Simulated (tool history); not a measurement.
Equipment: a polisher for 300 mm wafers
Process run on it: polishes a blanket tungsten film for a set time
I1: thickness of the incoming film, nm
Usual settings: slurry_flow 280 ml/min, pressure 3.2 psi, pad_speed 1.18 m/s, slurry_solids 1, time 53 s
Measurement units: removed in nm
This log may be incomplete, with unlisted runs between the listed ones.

{"run": 1, "hour": 0.0, "slurry_flow": 280, "pressure": 3.2, "pad_speed": 1.18, "slurry_solids": 1, "time": 53, "I1": 789.9, "removed": 276.7}
{"hour": 16.4, "done": "slurry tank refilled with fresh slurry and peroxide"}
{"run": 2, "hour": 51.5, "slurry_flow": 280, "pressure": 3.2, "pad_speed": 1.18, "slurry_solids": 1, "time": 53, "I1": 786.2, "removed": 286.1}
{"hour": 80.8, "done": "slurry blender recalibrated"}
{"run": 3, "hour": 115.4, "slurry_flow": 280, "pressure": 3.2, "pad_speed": 1.18, "slurry_solids": 1, "time": 53, "I1": 803.2, "removed": 281.1}
{"run": 4, "hour": 156.1, "slurry_flow": 360, "pressure": 3.2, "pad_speed": 1.06, "slurry_solids": 1, "time": 53, "I1": 807.1, "removed": 255.1}
{"hour": 196.6, "done": "worn pad replaced by a new one"}
{"hour": 203.8, "done": "slurry tank refilled with fresh slurry and peroxide"}
{"hour": 313.1, "done": "slurry nozzle cleaned"}
{"run": 5, "hour": 358.6, "slurry_flow": 360, "pressure": 3.2, "pad_speed": 1.06, "slurry_solids": 1, "time": 53, "I1": 801.1, "removed": 207.9}
{"hour": 392.8, "done": "slurry blender recalibrated"}
{"run": 6, "hour": 418.4, "slurry_flow": 360, "pressure": 3.2, "pad_speed": 1.06, "slurry_solids": 1, "time": 53, "I1": 808.1, "removed": 203.2}
{"hour": 447.6, "done": "worn pad replaced by a new one"}
{"hour": 453.9, "done": "slurry tank refilled with fresh slurry and peroxide, repeated, since the last time left the tool worse"}
{"run": 7, "hour": 478.9, "slurry_flow": 280, "pressure": 3.2, "pad_speed": 1.18, "slurry_solids": 1, "time": 53, "I1": 791.3, "removed": 290.4}
{"run": 8, "hour": 550.8, "slurry_flow": 280, "pressure": 4.3, "pad_speed": 1.56, "slurry_solids": 1, "time": 45, "I1": 801.2, "removed": 426.1}
{"run": 9, "hour": 604.0, "slurry_flow": 340, "pressure": 3.6, "pad_speed": 1.18, "slurry_solids": 1, "time": 53, "I1": 789.4, "removed": 316.8}
{"hour": 634.7, "done": "slurry tank refilled with fresh slurry and peroxide"}
{"hour": 635.5, "done": "head pressure recalibrated"}
{"hour": 636.0, "done": "worn pad replaced by a new one"}
{"hour": 664.2, "done": "slurry blender recalibrated"}
{"run": 10, "hour": 671.9, "slurry_flow": 355, "pressure": 3.2, "pad_speed": 1.18, "slurry_solids": 1, "time": 53, "I1": 796.1, "removed": 294.1}
{"hour": 675.7, "done": "slurry nozzle cleaned"}
{"run": 11, "hour": 731.0, "slurry_flow": 280, "pressure": 3.2, "pad_speed": 1.18, "slurry_solids": 1, "time": 53, "I1": 796, "removed": 282.8}
{"run": 12, "hour": 790.4, "slurry_flow": 280, "pressure": 3.9, "pad_speed": 1.18, "slurry_solids": 1, "time": 53, "I1": 798.6, "removed": 334.2}
{"hour": 833.4, "done": "worn pad replaced by a new one"}
{"hour": 858.3, "done": "slurry tank refilled with fresh slurry and peroxide"}
{"run": 13, "hour": 862.4, "slurry_flow": 215, "pressure": 3.2, "pad_speed": 1.34, "slurry_solids": 1, "time": 70, "I1": 791.3, "removed": 429.1}
{"run": 14, "hour": 909.2, "slurry_flow": 240, "pressure": 3.2, "pad_speed": 1.18, "slurry_solids": 1, "time": 53, "I1": 809.8, "removed": 282.5}
{"hour": 953.6, "done": "slurry blender recalibrated"}
{"hour": 993.7, "done": "slurry nozzle cleaned"}
{"run": 15, "hour": 1030.5, "slurry_flow": 340, "pressure": 2.5, "pad_speed": 1.18, "slurry_solids": 0.85, "time": 53, "I1": 800.6, "removed": 217.2}

Forecast each of these 5 alternatives for the next run:
{"run": "A", "hour": 1030.9, "slurry_flow": 280, "pressure": 3.2, "pad_speed": 1.18, "slurry_solids": 1, "time": 46, "I1": 785.7, "removed": "?"}
{"run": "B", "hour": 1030.9, "slurry_flow": 280, "pressure": 3.2, "pad_speed": 1.44, "slurry_solids": 1, "time": 53, "I1": 785.7, "removed": "?"}
{"run": "C", "hour": 1030.9, "slurry_flow": 280, "pressure": 3.7, "pad_speed": 1.18, "slurry_solids": 1, "time": 58, "I1": 785.7, "removed": "?"}
{"run": "D", "hour": 1030.9, "slurry_flow": 280, "pressure": 4, "pad_speed": 0.86, "slurry_solids": 0.9, "time": 61, "I1": 785.7, "removed": "?"}
{"run": "E", "hour": 1030.9, "slurry_flow": 230, "pressure": 3.2, "pad_speed": 1.18, "slurry_solids": 1, "time": 64, "I1": 785.7, "removed": "?"}

run=A removed=242.4
run=B removed=340.8
run=C removed=353.3
run=D removed=287.9
run=E removed=329.6
What these runs would have given with no unlogged condition in the tool:
run=A removed=259.2
run=B removed=364.5
run=C removed=377.9
run=D removed=308
run=E removed=352.5
